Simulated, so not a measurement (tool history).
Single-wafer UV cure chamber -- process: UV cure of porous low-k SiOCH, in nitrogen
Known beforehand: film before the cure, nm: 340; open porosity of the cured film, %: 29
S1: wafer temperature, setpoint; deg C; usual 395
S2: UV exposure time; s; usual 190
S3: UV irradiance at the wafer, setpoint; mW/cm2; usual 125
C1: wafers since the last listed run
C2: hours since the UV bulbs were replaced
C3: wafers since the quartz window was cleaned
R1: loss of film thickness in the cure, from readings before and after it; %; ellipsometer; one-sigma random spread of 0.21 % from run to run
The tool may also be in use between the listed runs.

| run | hour | S1 | S2 | S3 | C1 | C2 | C3 | R1 |
|---|---|---|---|---|---|---|---|---|
| 1 | 0 | 395 | 190 | 125 | 0 | 1504.9 | 894 | 14.925 |
| 2 | 70.6 | 395 | 215 | 125 | 591 | 1575.5 | 1485 | 15.048 |
| 3 | 98.1 | 395 | 215 | 125 | 230 | 1603 | 1715 | 15.052 |
| 4 | 131.3 | 395 | 225 | 125 | 278 | 1636.2 | 1993 | 15.015 |
| 5 | 157.6 | 395 | 225 | 125 | 220 | 1662.5 | 2213 | 15.159 |
| 6 | 227.1 | 389 | 190 | 125 | 581 | 1732 | 2795 | 13.703 |
| 7 | 254.1 | 389 | 190 | 125 | 226 | 1759 | 3021 | 13.271 |
| 8 | 288.9 | 389 | 190 | 125 | 291 | 1793.8 | 3313 | 13.383 |
|  | 312.6 | quartz window cleaned |
| 9 | 326.9 | 395 | 190 | 125 | 251 | 1831.8 | 119 | 14.651 |
| 10 | 369.6 | 395 | 190 | 125 | 357 | 1874.5 | 477 | 14.187 |
| 11 | 422.3 | 395 | 190 | 102 | 441 | 1927.2 | 918 | 13.507 |
| 12 | 473 | 395 | 190 | 102 | 424 | 1977.9 | 1343 | 13.009 |
| 13 | 515.3 | 383 | 190 | 125 | 354 | 2020.2 | 1697 | 14.228 |
| 14 | 577.9 | 383 | 190 | 125 | 524 | 2082.8 | 2221 | 13.846 |
| 15 | 625 | 383 | 190 | 125 | 394 | 2129.9 | 2615 | 13.453 |
| 16 | 653.7 | 395 | 190 | 125 | 240 | 2158.6 | 2856 | 13.729 |
|  | 678.1 | quartz window cleaned |
| 17 | 704.6 | 404 | 150 | 125 | 359 | 2209.5 | 222 | 13.554 |
| 18 | 730.9 | 404 | 150 | 125 | 220 | 2235.8 | 442 | 13.359 |
| 19 | 779 | 388 | 115 | 150 | 402 | 2283.9 | 845 | 12.586 |
| 20 | 820.8 | 395 | 190 | 125 | 350 | 2325.7 | 1195 | 14.505 |
| 21 | 845.8 | 404 | 190 | 112 | 209 | 2350.7 | 1404 | 13.648 |
| 22 | 899.1 | 395 | 110 | 110 | 446 | 2404 | 1850 | 10.564 |
| 23 | 940.2 | 395 | 190 | 164 | 344 | 2445.1 | 2194 | 15.642 |
| 24 | 985.9 | 413 | 140 | 106 | 382 | 2490.8 | 2577 | 11.856 |
|  | 1002 | UV bulbs replaced |
|  | 1012.3 | quartz window cleaned |
| 25 | 1025.5 | 389 | 190 | 125 | 197 | 23.5 | 110 | 14.801 |
| 26 | 1218.6 | 401 | 280 | 157 | 1616 | 216.6 | 1727 | 17.632 |
| 27 | 1263.8 | 389 | 190 | 125 | 378 | 261.8 | 2105 | 14.023 |
| 28 | 1302.8 | 386 | 265 | 107 | 326 | 300.8 | 2432 | 14.597 |
| 29 | 1361.4 | 395 | 190 | 125 | 490 | 359.4 | 2922 | 13.525 |
|  | 1391.1 | quartz window cleaned |
| 30 | 1416 | 395 | 190 | 102 | 390 | 414 | 208 | 13.695 |
| 31 | 1460.2 | 414 | 190 | 125 | 370 | 458.2 | 578 | 14.682 |
| 32 | 1507.8 | 395 | 190 | 152 | 398 | 505.8 | 977 | 15.248 |
| 33 | 1567.4 | 395 | 220 | 125 | 499 | 565.4 | 1476 | 15.204 |
| 34 | 1709.3 | 395 | 190 | 125 | 1188 | 707.3 | 2664 | 13.773 |
| 35 | 1773.7 | 389 | 135 | 95 | 539 | 771.7 | 3203 | 10.053 |
|  | 1783.5 | quartz window cleaned |
| 36 | 1825.4 | 404 | 75 | 140 | 365 | 823.4 | 351 | 10.607 |
| 37 | 1958.3 | 388 | 190 | 105 | 1112 | 956.3 | 1464 | 13.342 |

Predict each of these 3 candidate next runs independently; none follows another, all start after run 37:
| A | 1958.7 | 395 | 140 | 125 | 3 | 956.7 | 1467 | ? |
| B | 1958.7 | 378 | 160 | 89 | 3 | 956.7 | 1467 | ? |
| C | 1958.7 | 395 | 110 | 125 | 3 | 956.7 | 1467 | ? |

| run | R1 |
|---|---|
| A | 12.648 |
| B | 11.24 |
| C | 11.408 |
Take away the tool's hidden state, keep each run's random variation, and the runs would have read:
| run | R1 |
|---|---|
| A | 12.885 |
| B | 11.472 |
| C | 11.64 |

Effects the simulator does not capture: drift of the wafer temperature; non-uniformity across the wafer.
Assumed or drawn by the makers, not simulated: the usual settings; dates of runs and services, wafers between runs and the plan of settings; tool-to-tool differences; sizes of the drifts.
